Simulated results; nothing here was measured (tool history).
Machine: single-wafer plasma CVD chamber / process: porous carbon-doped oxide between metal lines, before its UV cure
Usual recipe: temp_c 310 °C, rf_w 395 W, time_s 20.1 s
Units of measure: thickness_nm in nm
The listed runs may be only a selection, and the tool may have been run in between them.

run,day,temp_c,rf_w,time_s,wafers since the last listed run,hours since the last thermocouple change,hours since the last RF generator calibration,hours since the showerhead was replaced,hours since the gauge calibration,"read-back reference wafer on the same gauge, thickness_nm",thickness_nm
1,0.000,310,395,20.1,0,2061.5,1325.8,4475.2,755.4,98.857,83.073
2,0.554,310,395,20.1,445,2074.8,1339.1,4488.5,768.7,98.928,83.135
3,2.325,310,395,20.1,1423,2117.3,1381.6,4531.0,811.2,98.754,82.641
4,3.075,315,395,20.1,602,2135.3,1399.6,4549.0,829.2,98.768,80.528
5,3.825,310,395,20.1,602,2153.3,1417.6,4567.0,847.2,98.713,83.580
6,4.908,310,395,20.1,870,2179.3,1443.6,4593.0,873.2,98.811,82.900
7,5.446,310,395,20.1,431,2192.2,1456.5,4605.9,886.1,98.874,82.640
8,6.121,310,395,20.1,542,2208.4,1472.7,4622.1,902.3,98.732,82.445
9,8.579,310,395,20.1,1975,2267.4,1531.7,4681.1,961.3,99.045,83.089
10,9.333,310,395,20.1,606,2285.5,1549.8,4699.2,979.4,98.780,82.916
11,10.483,310,395,20.1,924,2313.1,1577.4,4726.8,1007.0,98.832,82.381
12,11.354,310,395,20.1,699,2334.0,1598.3,4747.7,1027.9,98.606,82.802
# day 13.800: thermocouple changed; heater temperature recalibrated
13,15.438,310,395,20.1,3013,39.3,1696.3,4845.7,1125.9,98.882,82.996
# day 17.688: RF generator calibrated
14,18.554,310,395,20.1,2236,114.1,20.8,4920.5,1200.7,98.691,82.318
15,19.196,310,395,20.1,515,129.5,36.2,4935.9,1216.1,98.720,82.676
16,20.567,322,360,20.1,1101,162.4,69.1,4968.8,1249.0,98.712,74.109
17,21.821,300,330,22.4,1007,192.5,99.2,4998.9,1279.1,98.753,89.449
18,22.400,310,395,20.1,465,206.4,113.1,5012.8,1293.0,98.625,82.331
# day 22.538: gauge calibrated
19,23.438,310,395,20.1,833,231.3,138.0,5037.7,21.6,98.772,82.685
20,24.300,318,395,16.1,693,252.0,158.7,5058.4,42.3,98.976,63.763
21,25.671,310,395,20.1,1101,284.9,191.6,5091.3,75.2,98.823,82.913
22,26.204,310,335,20.1,428,297.7,204.4,5104.1,88.0,98.911,76.734
23,27.650,322,465,16.2,1161,332.4,239.1,5138.8,122.7,98.692,68.161
# day 28.792: showerhead replaced
24,29.058,310,395,17.0,863,366.2,272.9,6.4,156.5,98.919,70.270
25,30.321,310,395,20.1,1014,396.5,303.2,36.7,186.8,98.775,82.913
26,31.254,302,360,16.8,750,418.9,325.6,59.1,209.2,98.722,69.672
27,32.683,316,435,17.5,1148,453.2,359.9,93.4,243.5,98.956,73.168
28,33.404,324,325,18.8,579,470.5,377.2,110.7,260.8,98.663,65.190
29,34.388,323,395,24.0,790,494.1,400.8,134.3,284.4,98.819,91.596
30,35.329,298,395,22.9,756,516.7,423.4,156.9,307.0,98.666,101.352
31,36.804,323,365,18.7,1185,552.1,458.8,192.3,342.4,98.759,69.427
32,37.612,322,395,21.5,649,571.5,478.2,211.7,361.8,98.717,82.694
33,38.512,310,395,20.1,723,593.1,499.8,233.3,383.4,98.676,82.705
34,39.250,304,365,22.5,592,610.8,517.5,251.0,401.1,98.777,92.677
35,40.712,324,325,18.8,1175,645.9,552.6,286.1,436.2,98.846,65.833

Each row is a separate what-if for the run after 35, all from the same tool condition, not one after another. Results?
A,40.729,310,450,20.1,13,646.3,553.0,286.5,436.6,?,?
B,40.729,320,320,16.6,13,646.3,553.0,286.5,436.6,?,?
C,40.729,310,425,19.0,13,646.3,553.0,286.5,436.6,?,?

run,"read-back reference wafer on the same gauge, thickness_nm",thickness_nm
A,98.710,88.439
B,98.710,59.169
C,98.710,81.453
Without the tool's unlogged condition, the same runs would have read:
run,thickness_nm
A,88.439
B,59.169
C,81.453
